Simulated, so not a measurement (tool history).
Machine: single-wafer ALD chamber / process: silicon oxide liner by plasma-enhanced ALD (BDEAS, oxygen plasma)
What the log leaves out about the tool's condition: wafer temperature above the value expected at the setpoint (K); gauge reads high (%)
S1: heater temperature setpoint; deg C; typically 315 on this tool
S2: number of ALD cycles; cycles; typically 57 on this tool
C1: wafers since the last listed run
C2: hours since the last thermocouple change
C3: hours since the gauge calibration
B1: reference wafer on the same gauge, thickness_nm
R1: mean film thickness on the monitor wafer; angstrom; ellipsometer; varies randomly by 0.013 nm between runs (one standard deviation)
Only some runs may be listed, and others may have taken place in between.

run   hour   S1  S2   C1      C2     C3     B1     R1
  1      0  315  57    0  2043.8  417.3  5.649  51.79
  2   14.6  315  57   84  2058.4  431.9  5.647  51.72
  3   35.8  311  57  122  2079.6  453.1  5.645  51.78
  4     60  311  57  139  2103.8  477.3  5.643  51.99
  5   94.3  311  57  197  2138.1  511.6  5.642  51.93
  6  125.5  315  57  179  2169.3  542.8  5.652  51.71
  7  157.1  315  57  182  2200.9  574.4  5.644  51.59
  8  190.2  315  57  190    2234  607.5  5.649  51.76
  9  206.5  315  57   93  2250.3  623.8  5.644  51.54
 10    228  315  57  123  2271.8  645.3  5.644  51.72
 11  254.5  315  57  152  2298.3  671.8  5.643  51.66
 12    275  315  57  118  2318.8  692.3  5.644  51.66
 13  304.7  315  57  171  2348.5    722  5.635  51.67
 14  329.4  315  57  142  2373.2  746.7  5.637  51.82
 15    350  315  57  118  2393.8  767.3  5.637   51.5
     364.7  -- gauge calibrated
 16  368.1  315  57  104  2411.9    3.4  5.704  52.23
 17  393.8  315  57  148  2437.6   29.1  5.699  52.08
 18  420.3  311  57  152  2464.1   55.6  5.694  52.47
 19  452.5  310  52  185  2496.3   87.8  5.686  47.73
 20  479.1  324  66  153  2522.9  114.4  5.678  59.48
 21  504.9  319  57  148  2548.7  140.2  5.682   51.7
 22  534.9  306  57  172  2578.7  170.2  5.675  52.97
 23  561.9  319  67  155  2605.7  197.2  5.667   60.6
 24  583.8  315  51  126  2627.6  219.1  5.667  46.65
     607.3  -- thermocouple changed; heater temperature recalibrated
 25  611.5  315  57  113     4.2  246.8  5.667  51.77
 26  628.5  300  63   97    21.2  263.8  5.665     59
 27  650.2  306  57  124    42.9  285.5  5.659  52.53
 28    666  323  62   91    58.7  301.3  5.657  55.73
 29  678.3  328  66   70      71  313.6   5.66  58.82
 30  703.4  308  65  144    96.1  338.7  5.653  59.63
 31  719.7  310  50   93   112.4    355  5.648  45.59
 32  739.1  310  62  111   131.8  374.4  5.653  56.82
 33  752.2  319  64   75   144.9  387.5  5.652  57.58
 34  772.2  310  57  115   164.9  407.5  5.653  52.36
 35  807.5  315  57  203   200.2  442.8  5.652  51.69

Hidden state at the last listed run before each entry between runs and at the first one after, where it differs:
Run 15 -> run 16: gauge calibrated (hour 364.7)
  gauge reads high (%): -1.25 -> -0.0327
  what was measured, less what the result would be without the hidden state, R1: -0.66 -> -0.02 angstrom
Run 24 -> run 25: thermocouple changed; heater temperature recalibrated (hour 607.3)
  gauge reads high (%): -0.733 -> -0.789
  what was measured, less what the result would be without the hidden state, R1: -0.35 -> -0.41 angstrom

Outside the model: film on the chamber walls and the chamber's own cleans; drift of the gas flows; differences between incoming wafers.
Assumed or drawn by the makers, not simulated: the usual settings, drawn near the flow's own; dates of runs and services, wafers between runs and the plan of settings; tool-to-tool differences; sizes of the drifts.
